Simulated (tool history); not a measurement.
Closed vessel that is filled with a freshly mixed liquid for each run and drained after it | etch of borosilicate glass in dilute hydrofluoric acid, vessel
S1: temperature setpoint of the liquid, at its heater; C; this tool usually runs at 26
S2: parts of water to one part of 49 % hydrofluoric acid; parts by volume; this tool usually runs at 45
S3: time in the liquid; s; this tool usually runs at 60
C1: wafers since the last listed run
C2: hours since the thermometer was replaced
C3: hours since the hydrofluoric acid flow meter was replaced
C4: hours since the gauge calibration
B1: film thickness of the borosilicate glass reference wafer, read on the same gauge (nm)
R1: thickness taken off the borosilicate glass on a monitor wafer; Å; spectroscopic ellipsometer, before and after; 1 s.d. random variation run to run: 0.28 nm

run 1 hour=0 | S1=26 S2=45 S3=60 | C1=0 C2=1705.1 C3=1566.7 C4=590.4 | B1=100.01 | R1=357.1
run 2 hour=19 | S1=26 S2=45 S3=60 | C1=1953 C2=1724.1 C3=1585.7 C4=609.4 | B1=100.02 | R1=357
run 3 hour=50.5 | S1=23 S2=35 S3=60 | C1=3239 C2=1755.6 C3=1617.2 C4=640.9 | B1=99.99 | R1=415.2
run 4 hour=74.9 | S1=26 S2=45 S3=35 | C1=2509 C2=1780 C3=1641.6 C4=665.3 | B1=99.96 | R1=209.9
run 5 hour=107.8 | S1=26 S2=45 S3=35 | C1=3383 C2=1812.9 C3=1674.5 C4=698.2 | B1=100 | R1=211
run 6 hour=136.4 | S1=29.5 S2=45 S3=60 | C1=2940 C2=1841.5 C3=1703.1 C4=726.8 | B1=100 | R1=412.3
run 7 hour=167.9 | S1=29.5 S2=45 S3=60 | C1=3239 C2=1873 C3=1734.6 C4=758.3 | B1=99.98 | R1=414.2
run 8 hour=182.5 | S1=27 S2=45 S3=60 | C1=1501 C2=1887.6 C3=1749.2 C4=772.9 | B1=100.01 | R1=375.9
run 9 hour=201.2 | S1=27.5 S2=45 S3=85 | C1=1922 C2=1906.3 C3=1767.9 C4=791.6 | B1=99.99 | R1=547.8
run 10 hour=220.8 | S1=26 S2=45 S3=60 | C1=2015 C2=1925.9 C3=1787.5 C4=811.2 | B1=100.03 | R1=355.3
-- hour=229.3 thermometer replaced
run 11 hour=251.1 | S1=26 S2=45 S3=60 | C1=3012 C2=21.8 C3=1817.8 C4=841.5 | B1=100 | R1=319.8
-- hour=267.8 gauge calibrated
run 12 hour=271.1 | S1=26 S2=45 S3=60 | C1=2056 C2=41.8 C3=1837.8 C4=3.3 | B1=100.04 | R1=330.7
run 13 hour=297.3 | S1=26 S2=45 S3=40 | C1=2694 C2=68 C3=1864 C4=29.5 | B1=100.01 | R1=215
run 14 hour=320.8 | S1=26 S2=45 S3=40 | C1=2416 C2=91.5 C3=1887.5 C4=53 | B1=100.01 | R1=216.6
run 15 hour=351.1 | S1=26 S2=45 S3=60 | C1=3115 C2=121.8 C3=1917.8 C4=83.3 | B1=99.98 | R1=323.5
run 16 hour=377 | S1=21 S2=45 S3=60 | C1=2663 C2=147.7 C3=1943.7 C4=109.2 | B1=99.99 | R1=263.1
run 17 hour=394.6 | S1=26 S2=40 S3=60 | C1=1809 C2=165.3 C3=1961.3 C4=126.8 | B1=100.01 | R1=366
-- hour=406.5 hydrofluoric acid flow meter replaced
run 18 hour=415.8 | S1=26 S2=45 S3=40 | C1=2077 C2=186.5 C3=9.3 C4=148 | B1=100.02 | R1=240.6
run 19 hour=450 | S1=29 S2=60 S3=35 | C1=3516 C2=220.7 C3=43.5 C4=182.2 | B1=100.03 | R1=172.8
run 20 hour=472.8 | S1=26 S2=60 S3=60 | C1=2344 C2=243.5 C3=66.3 C4=205 | B1=99.99 | R1=263.7
run 21 hour=497 | S1=27.5 S2=30 S3=80 | C1=2488 C2=267.7 C3=90.5 C4=229.2 | B1=100.02 | R1=782.6
run 22 hour=518.4 | S1=21 S2=45 S3=90 | C1=2200 C2=289.1 C3=111.9 C4=250.6 | B1=99.98 | R1=435.8
run 23 hour=586.2 | S1=26 S2=45 S3=60 | C1=6971 C2=356.9 C3=179.7 C4=318.4 | B1=100.01 | R1=359.1
run 24 hour=612.5 | S1=26 S2=45 S3=40 | C1=2704 C2=383.2 C3=206 C4=344.7 | B1=100.03 | R1=244.5

Estimate the outcome of run 25 from the log above:
run 25 hour=636.6 | S1=29.5 S2=45 S3=80 | C1=2478 C2=407.3 C3=230.1 C4=368.8 | B1=? | R1=?

Run 25 came out at B1 99.98, R1 551.5 Å.
With no hidden state in the tool, this same run would have given R1 564.3 Å.
